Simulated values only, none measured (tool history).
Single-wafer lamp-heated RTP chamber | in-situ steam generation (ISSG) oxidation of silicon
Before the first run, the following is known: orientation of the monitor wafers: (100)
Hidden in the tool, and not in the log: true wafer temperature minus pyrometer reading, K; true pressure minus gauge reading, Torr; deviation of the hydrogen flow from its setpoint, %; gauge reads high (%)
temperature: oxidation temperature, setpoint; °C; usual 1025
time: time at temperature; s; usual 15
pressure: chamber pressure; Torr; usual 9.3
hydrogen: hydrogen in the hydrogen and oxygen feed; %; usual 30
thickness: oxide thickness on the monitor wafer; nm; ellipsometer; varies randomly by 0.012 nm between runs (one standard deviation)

run     day  temperature  time  pressure  hydrogen  wafers since the last listed run  wafers since the last pyrometer calibration  hours since the pressure gauge was zeroed  hours since the hydrogen flow controller was replaced  hours since the gauge calibration  read-back reference wafer on the same gauge, thickness  thickness
  1       0         1025    15       9.3        30                                 0                                         2773                                     3298.1                                                 3642.9                              412.3                                                   5.362      5.713
  2   2.792         1025    15       9.3        30                               760                                         3533                                     3365.1                                                 3709.9                              479.3                                                   5.362      5.719
  3   4.733         1025    15       9.3        30                               528                                         4061                                     3411.7                                                 3756.5                              525.9                                                    5.36      5.721
  4   6.333         1025    15       9.3        30                               435                                         4497                                     3450.1                                                 3794.9                              564.3                                                    5.36      5.734
      7.512  -- pyrometer window cleaned and pyrometer calibrated
  5   8.058         1025    15       9.3        30                               378                                          148                                     3491.5                                                 3836.3                              605.7                                                   5.362      5.601
  6  10.112         1025    15       9.3        30                               559                                          707                                     3540.8                                                 3885.6                                655                                                   5.361      5.644
  7  22.942         1025    15       9.3        32                              3493                                         4200                                     3848.7                                                 4193.5                              962.9                                                   5.362      5.778
     24.004  -- pyrometer window cleaned and pyrometer calibrated
  8  27.017         1025    15       9.3        30                              1018                                          819                                     3946.5                                                 4291.3                             1060.7                                                   5.362       5.83
  9  28.938         1025    15       9.3        30                               522                                         1342                                     3992.6                                                 4337.4                             1106.8                                                   5.365      5.856
     32.238  -- gauge calibrated
 10  34.442         1025    15       9.3        30                              1498                                         2841                                     4124.7                                                 4469.5                               52.9                                                    5.36      5.915
 11  36.808         1025    15       9.3        30                               644                                         3485                                     4181.5                                                 4526.3                              109.7                                                    5.36      5.919
 12  40.304         1025    15       9.3        30                               951                                         4437                                     4265.4                                                 4610.2                              193.6                                                    5.36      5.914
     41.058  -- pressure gauge zeroed
     41.858  -- pyrometer window cleaned and pyrometer calibrated, repeated, since the last time left the tool worse
 13  43.138         1043    17       7.9        32                               589                                          348                                       49.9                                                 4678.2                              261.6                                                    5.36      6.707
 14  44.854         1025    15      10.2        30                               467                                          815                                       91.1                                                 4719.4                              302.8                                                   5.358      5.516
     48.083  -- hydrogen flow controller replaced
 15  48.875         1025    15       9.3        30                              1004                                         1819                                      187.6                                                     19                              399.3                                                   5.358      5.681
     59.683  -- pyrometer window cleaned and pyrometer calibrated
 16  60.788         1017    20        10        30                              3152                                          300                                      473.5                                                  304.9                              685.2                                                    5.36      6.109
 17   64.75         1025    15       9.3        30                              1078                                         1379                                      568.6                                                    400                              780.3                                                   5.362      5.668
 18  66.362         1025    15      10.2        32                               439                                         1818                                      607.3                                                  438.7                                819                                                   5.356      5.631
 19  68.708         1025    15       9.3        30                               638                                         2457                                      663.6                                                    495                              875.3                                                   5.359      5.701
 20  72.804         1009    12       9.7        22                              1115                                         3572                                      761.9                                                  593.3                              973.6                                                   5.358      4.453
     73.883  -- pyrometer window cleaned and pyrometer calibrated
 21  75.467         1025    18      10.2        30                               634                                          431                                      825.8                                                  657.2                             1037.5                                                   5.361      6.022
 22  78.908         1007    12       9.3        30                               937                                         1368                                      908.4                                                  739.8                             1120.1                                                   5.362      4.768

Selected run-to-run steps in thickness, each split into two signed amounts: the part the tool would show with no hidden state at all (from settings, incoming material and random variation), and the remainder, which goes to the hidden state together with any gauge scatter not common to the measured and the hidden-state-free results:
Run 7 -> 8: hydrogen 32 -> 30, pyrometer window cleaned and pyrometer calibrated. thickness +0.052 nm: hidden state +0.133, all else -0.081.
Run 12 -> 13: temperature 1025 -> 1043, time 15 -> 17, pressure 9.3 -> 7.9, hydrogen 30 -> 32, pressure gauge zeroed, pyrometer window cleaned and pyrometer calibrated, repeated, since the last time left the tool worse. thickness +0.793 nm: hidden state -0.3, all else +1.093.
Run 20 -> 21: temperature 1009 -> 1025, time 12 -> 18, pressure 9.7 -> 10.2, hydrogen 22 -> 30, pyrometer window cleaned and pyrometer calibrated. thickness +1.569 nm: hidden state -0.029, all else +1.598.
Run 21 -> 22: temperature 1025 -> 1007, time 18 -> 12, pressure 10.2 -> 9.3. thickness -1.254 nm: hidden state +0.01, all else -1.264.
